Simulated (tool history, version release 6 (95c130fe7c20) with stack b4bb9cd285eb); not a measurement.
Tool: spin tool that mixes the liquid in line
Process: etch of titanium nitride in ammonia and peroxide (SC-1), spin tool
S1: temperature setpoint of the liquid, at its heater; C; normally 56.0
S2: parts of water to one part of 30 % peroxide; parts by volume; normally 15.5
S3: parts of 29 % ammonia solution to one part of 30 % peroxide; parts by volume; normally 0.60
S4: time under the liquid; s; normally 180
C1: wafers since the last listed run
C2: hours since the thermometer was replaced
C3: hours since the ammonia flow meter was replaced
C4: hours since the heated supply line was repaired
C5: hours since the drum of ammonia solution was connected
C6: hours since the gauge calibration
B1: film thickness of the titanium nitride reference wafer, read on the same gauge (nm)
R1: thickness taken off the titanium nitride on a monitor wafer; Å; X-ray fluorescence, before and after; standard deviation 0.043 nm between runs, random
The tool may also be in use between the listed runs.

run 1 hour=0.0 | S1=56.0 S2=10.0 S3=0.60 S4=180 | C1=0 C2=2185.7 C3=928.6 C4=2810.0 C5=212.0 C6=979.8 | B1=28.62 | R1=115.0
run 2 hour=28.6 | S1=47.5 S2=15.5 S3=0.60 S4=90 | C1=190 C2=2214.3 C3=957.2 C4=2838.6 C5=240.6 C6=1008.4 | B1=28.63 | R1=25.6
run 3 hour=43.8 | S1=56.0 S2=15.5 S3=0.60 S4=180 | C1=100 C2=2229.5 C3=972.4 C4=2853.8 C5=255.8 C6=1023.6 | B1=28.65 | R1=90.8
run 4 hour=71.6 | S1=59.5 S2=15.5 S3=0.60 S4=145 | C1=184 C2=2257.3 C3=1000.2 C4=2881.6 C5=283.6 C6=1051.4 | B1=28.62 | R1=93.8
run 5 hour=95.4 | S1=56.0 S2=15.5 S3=0.60 S4=135 | C1=158 C2=2281.1 C3=1024.0 C4=2905.4 C5=307.4 C6=1075.2 | B1=28.60 | R1=68.1
-- hour=97.6 new drum of ammonia solution connected
run 6 hour=129.9 | S1=56.0 S2=15.5 S3=0.60 S4=180 | C1=222 C2=2315.6 C3=1058.5 C4=2939.9 C5=32.3 C6=1109.7 | B1=28.58 | R1=90.9
run 7 hour=143.6 | S1=50.5 S2=15.5 S3=0.60 S4=145 | C1=91 C2=2329.3 C3=1072.2 C4=2953.6 C5=46.0 C6=1123.4 | B1=28.61 | R1=50.5
run 8 hour=174.6 | S1=56.0 S2=15.5 S3=0.60 S4=180 | C1=205 C2=2360.3 C3=1103.2 C4=2984.6 C5=77.0 C6=1154.4 | B1=28.59 | R1=90.5
-- hour=180.2 heated supply line repaired
run 9 hour=194.6 | S1=56.0 S2=19.0 S3=0.75 S4=90 | C1=126 C2=2380.3 C3=1123.2 C4=14.4 C5=97.0 C6=1174.4 | B1=28.57 | R1=42.4
run 10 hour=210.9 | S1=56.0 S2=15.5 S3=0.90 S4=180 | C1=108 C2=2396.6 C3=1139.5 C4=30.7 C5=113.3 C6=1190.7 | B1=28.56 | R1=97.8
-- hour=211.1 gauge calibrated
run 11 hour=223.9 | S1=64.0 S2=9.0 S3=0.60 S4=180 | C1=86 C2=2409.6 C3=1152.5 C4=43.7 C5=126.3 C6=12.8 | B1=29.81 | R1=215.1
run 12 hour=255.0 | S1=50.5 S2=22.5 S3=0.60 S4=180 | C1=206 C2=2440.7 C3=1183.6 C4=74.8 C5=157.4 C6=43.9 | B1=29.75 | R1=52.8
-- hour=256.4 ammonia flow meter replaced
run 13 hour=275.8 | S1=56.0 S2=15.5 S3=0.60 S4=180 | C1=131 C2=2461.5 C3=19.4 C4=95.6 C5=178.2 C6=64.7 | B1=29.66 | R1=94.4
-- hour=289.7 thermometer replaced
run 14 hour=307.8 | S1=56.0 S2=15.5 S3=0.60 S4=180 | C1=205 C2=18.1 C3=51.4 C4=127.6 C5=210.2 C6=96.7 | B1=29.55 | R1=94.0
run 15 hour=321.9 | S1=56.0 S2=18.5 S3=0.80 S4=180 | C1=93 C2=32.2 C3=65.5 C4=141.7 C5=224.3 C6=110.8 | B1=29.53 | R1=90.1

Predict the results of run 16:
run 16 hour=343.9 | S1=50.5 S2=15.5 S3=0.60 S4=180 | C1=146 C2=54.2 C3=87.5 C4=163.7 C5=246.3 C6=132.8 | B1=? | R1=?

{"run 16": {"B1": 29.46, "R1": 64.6}}
If the tool had no hidden condition, the same run with the same run-to-run variation would have returned R1 65.8 Å.

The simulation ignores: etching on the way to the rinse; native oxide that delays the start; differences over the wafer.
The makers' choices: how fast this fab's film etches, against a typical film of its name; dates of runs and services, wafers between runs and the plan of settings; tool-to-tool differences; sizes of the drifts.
